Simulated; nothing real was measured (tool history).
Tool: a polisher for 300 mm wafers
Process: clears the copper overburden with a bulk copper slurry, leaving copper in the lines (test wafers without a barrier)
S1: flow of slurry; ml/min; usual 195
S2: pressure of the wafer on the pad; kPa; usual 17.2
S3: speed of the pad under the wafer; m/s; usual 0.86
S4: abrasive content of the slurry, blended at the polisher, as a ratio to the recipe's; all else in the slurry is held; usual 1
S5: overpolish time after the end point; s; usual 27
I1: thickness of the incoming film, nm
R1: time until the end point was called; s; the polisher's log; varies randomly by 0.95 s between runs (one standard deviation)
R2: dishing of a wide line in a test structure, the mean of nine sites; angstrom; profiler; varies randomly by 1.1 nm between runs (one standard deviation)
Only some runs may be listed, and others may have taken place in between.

run   hour   S1    S2    S3    S4  S5     I1     R1    R2
  1      0  195  17.2  0.86     1  27  663.3  100.9  1004
  2   29.9  195  17.2  0.86     1  27  660.3    100  1019
      40.5  -- slurry blender recalibrated
      51.3  -- worn pad replaced by a new one
  3   53.1  195  17.2  0.86     1  27  662.6   99.6   989
  4  129.4  155  17.2  0.86     1  27    665  102.9   991
  5  164.5  155  17.2  0.86     1  27  650.7  101.8  1000
  6  180.7  195  14.5  0.86     1  16  672.3  116.9   631
     185.4  -- slurry blender recalibrated
     205.7  -- worn pad replaced by a new one, of another model than before
  7  206.2  195  14.5  0.86     1  16  664.8    124   590
  8    219  195  14.5  0.86     1  16  663.8  124.8   597
  9  235.5  195  17.2  0.86     1  27  653.3  101.8   963
 10  249.8  195  17.2  0.86     1  27  671.3  106.1   975
 11  267.6  195  17.2  0.86     1  27  671.4  106.1   961
     282.2  -- slurry nozzle cleaned
 12  295.4  240  17.2  0.72   0.8  36  671.7  125.8  1052
 13  310.3  195  17.2  0.86   1.3  22  655.3   98.5   895
 14  329.1  195  17.2  0.86     1  19    664  104.8   777
     362.2  -- slurry blender recalibrated
 15  364.1  145  19.3  0.86   1.2  19  666.6   94.2   851
     378.3  -- worn pad replaced by a new one
 16  389.3  175  17.2  0.76     1  38  662.1  114.5  1109
 17  410.7  195  20.7  0.86     1  27  662.6   90.2  1106
 18  439.6  195  17.2  0.86     1  27  651.6  107.2   958
       444  -- head pressure recalibrated
 19  460.9  195  12.4   1.1   0.8  12  659.2  121.7   475
 20  484.1  195  14.5  0.86     1  16  651.5  113.5   620
 21  502.7  195  22.1  0.96     1  32  654.8   72.3  1437
     516.4  -- slurry blender recalibrated
 22  532.6  240  17.2  0.86     1  36  664.1   99.2  1194
     558.5  -- worn pad replaced by a new one
 23  559.6  195  17.2   0.7  1.15  27  672.7  109.7   947
 24  580.1  195  17.2  0.86     1  27  666.7   99.2  1021
 25  599.8  195  17.2  0.86     1  27  660.2  100.7  1032
 26  623.8  195  17.2  0.86  0.85  19  661.3  104.3   776
 27  651.8  195  12.4   1.1   0.8  12  665.2  123.2   454
     660.2  -- slurry blender recalibrated
 28  666.6  195  17.2  0.86     1  27  663.1  100.9  1005
 29  685.3  195  17.2  0.86     1  27  650.7    100  1017

3 ways to go on from here, each from the tool as it stands after run 29. What would each give?
  A  685.8  260  17.2  0.86     1  27  653.8   ?   ?
  B  685.8  195  19.3  0.86  0.75  22  653.8   ?   ?
  C  685.8  195  17.2  0.72   0.9  27  653.8   ?   ?

run     R1    R2
  A   99.5  1010
  B   95.7   927
  C  115.2   922
The same runs, with their run-to-run variation unchanged, on a tool lacking any hidden condition would have given:
run     R1    R2
  A   96.2  1037
  B   92.5   952
  C  111.4   947

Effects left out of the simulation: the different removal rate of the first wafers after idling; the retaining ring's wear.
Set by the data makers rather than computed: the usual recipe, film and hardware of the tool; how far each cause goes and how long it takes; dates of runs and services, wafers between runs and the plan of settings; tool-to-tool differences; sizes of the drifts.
